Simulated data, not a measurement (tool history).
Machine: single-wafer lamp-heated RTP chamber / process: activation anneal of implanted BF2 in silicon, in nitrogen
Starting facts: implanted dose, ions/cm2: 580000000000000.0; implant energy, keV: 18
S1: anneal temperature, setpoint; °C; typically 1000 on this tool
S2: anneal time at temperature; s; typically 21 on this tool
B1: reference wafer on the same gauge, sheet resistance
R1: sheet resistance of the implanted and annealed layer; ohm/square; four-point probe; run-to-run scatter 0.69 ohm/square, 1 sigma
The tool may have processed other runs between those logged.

run	hour	S1	S2	B1	R1
1	0.0	1000	21	258.66	239.03
2	37.6	1000	21	259.23	238.64
3	44.0	989	21	258.83	246.07
4	57.4	1000	21	258.91	238.82
5	71.0	1000	21	258.99	237.34
6	84.5	1000	21	259.04	239.23
# hour 105.7: reflector plate cleaned
# hour 106.1: pyrometer window cleaned and pyrometer calibrated
7	106.6	1014	21	259.02	237.26
8	112.9	1014	21	259.22	236.09
9	128.4	1000	30	259.16	238.66
10	141.7	1000	30	259.24	237.75
11	149.0	1000	30	258.96	236.25
12	155.3	985	21	259.16	253.67
13	169.1	1000	13	258.80	249.17
14	176.6	1000	21	259.25	241.21
15	185.7	1000	21	259.25	241.70
16	198.0	986	30	258.93	246.21
17	209.2	1027	14	258.59	229.73
# hour 215.6: gauge calibrated
18	226.9	976	26	259.30	255.40
19	264.3	1000	21	259.05	240.58
20	281.1	1029	17	258.88	227.08
21	292.2	1000	21	259.32	238.92
22	305.0	986	13	258.59	255.30
23	322.0	1000	29	258.94	234.74
24	371.4	1000	21	258.94	237.70
25	385.7	1016	21	258.62	229.79
# hour 398.1: pyrometer window cleaned and pyrometer calibrated
26	398.6	1000	21	259.23	246.35
27	408.1	977	27	259.46	262.16
28	419.7	1000	21	258.81	243.76
29	433.8	992	15	259.05	255.83
30	445.7	1000	21	259.06	242.14
31	453.7	1018	24	259.01	228.25
# hour 462.8: reflector plate cleaned
32	486.0	974	9	258.76	281.92
33	503.2	1000	21	258.99	240.02
34	518.9	986	26	259.14	247.80
35	531.0	1000	28	259.19	234.27
36	548.8	1013	21	259.12	232.53

Below are 5 alternative next runs, each starting from the tool's condition after run 36. Predict each:
A	549.2	1000	21	?	?
B	549.2	1022	10	?	?
C	549.2	988	14	?	?
D	549.2	1000	16	?	?
E	549.2	986	10	?	?

run	B1	R1
A	259.26	240.06
B	259.26	237.66
C	259.26	255.09
D	259.26	244.22
E	259.26	262.71
With the hidden condition removed and each run's random variation left untouched, the same runs would have given:
run	R1
A	247.24
B	243.97
C	265.41
D	251.56
E	274.28
